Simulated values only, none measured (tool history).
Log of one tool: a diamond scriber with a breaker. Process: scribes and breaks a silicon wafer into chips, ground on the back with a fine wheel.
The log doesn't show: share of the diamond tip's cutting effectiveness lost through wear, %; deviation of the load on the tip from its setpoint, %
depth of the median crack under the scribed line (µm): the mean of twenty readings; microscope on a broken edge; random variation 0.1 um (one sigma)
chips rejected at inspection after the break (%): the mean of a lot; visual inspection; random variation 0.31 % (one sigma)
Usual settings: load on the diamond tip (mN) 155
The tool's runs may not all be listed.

run     day  load on the diamond tip (mN)  wafers since the last listed run  hours since the diamond tip was replaced  hours since the load on the tip was calibrated  incoming depth of the damage left on the back of the incoming wafer, um  depth of the median crack under the scribed line (µm)  chips rejected at inspection after the break (%)
  1   0.000                           155                                 0                                      68.2                                           458.9                                                                     2.08                                                   6.39                                              5.16
  2   4.154                           155                               609                                     167.9                                           558.6                                                                     1.90                                                   6.02                                              4.59
  3   6.662                           155                               368                                     228.1                                           618.8                                                                     1.63                                                   5.83                                              4.42
      8.933  -- diamond tip replaced by a new one
  4   9.150                           155                               352                                       5.2                                           678.5                                                                     2.95                                                   6.02                                             11.55
  5  11.967                           155                               413                                      72.8                                           746.1                                                                     2.25                                                   5.92                                              9.05
  6  13.083                           155                               163                                      99.6                                           772.9                                                                     1.84                                                   6.02                                              6.96
     14.512  -- load on the tip recalibrated
  7  15.038                           155                               274                                     146.5                                            12.6                                                                     2.68                                                   6.60                                              6.10
  8  16.571                           169                               224                                     183.3                                            49.4                                                                     2.38                                                   7.12                                              4.82
  9  19.558                           121                               438                                     255.0                                           121.1                                                                     1.92                                                   4.95                                             19.46
     19.700  -- diamond tip replaced by a new one
 10  21.604                           155                               287                                      45.7                                           170.2                                                                     1.75                                                   6.38                                              3.35
 11  23.029                           170                               209                                      79.9                                           204.4                                                                     2.44                                                   6.87                                              4.79
 12  24.383                           125                               198                                     112.4                                           236.9                                                                     2.12                                                   5.07                                             24.47
 13  25.425                           128                               152                                     137.4                                           261.9                                                                     1.65                                                   5.26                                             16.59
 14  26.962                           155                               225                                     174.3                                           298.8                                                                     1.73                                                   6.27                                              3.41
 15  28.912                           172                               286                                     221.1                                           345.6                                                                     2.16                                                   6.68                                              4.02
 16  30.392                           155                               217                                     256.6                                           381.1                                                                     2.00                                                   6.01                                              4.57

Measured less the same run without the tool's hidden state. The same run-to-run variation is in both; the gauge's scatter may not be:
run  depth of the median crack under the scribed line (µm)  chips rejected at inspection after the break (%)
  1                                                  -0.36                                             +1.19
  2                                                  -0.46                                             +1.59
  3                                                  -0.52                                             +1.96
  4                                                  -0.61                                             +3.92
  5                                                  -0.68                                             +4.25
  6                                                  -0.73                                             +3.84
  7                                                  -0.04                                             +0.10
  8                                                  -0.10                                             -0.31
  9                                                  -0.12                                             +2.59
 10                                                  -0.22                                             +0.43
 11                                                  -0.28                                             -0.80
 12                                                  -0.23                                             +5.76
 13                                                  -0.28                                             +4.91
 14                                                  -0.37                                             +0.92
 15                                                  -0.46                                             -1.56
 16                                                  -0.46                                             +1.51
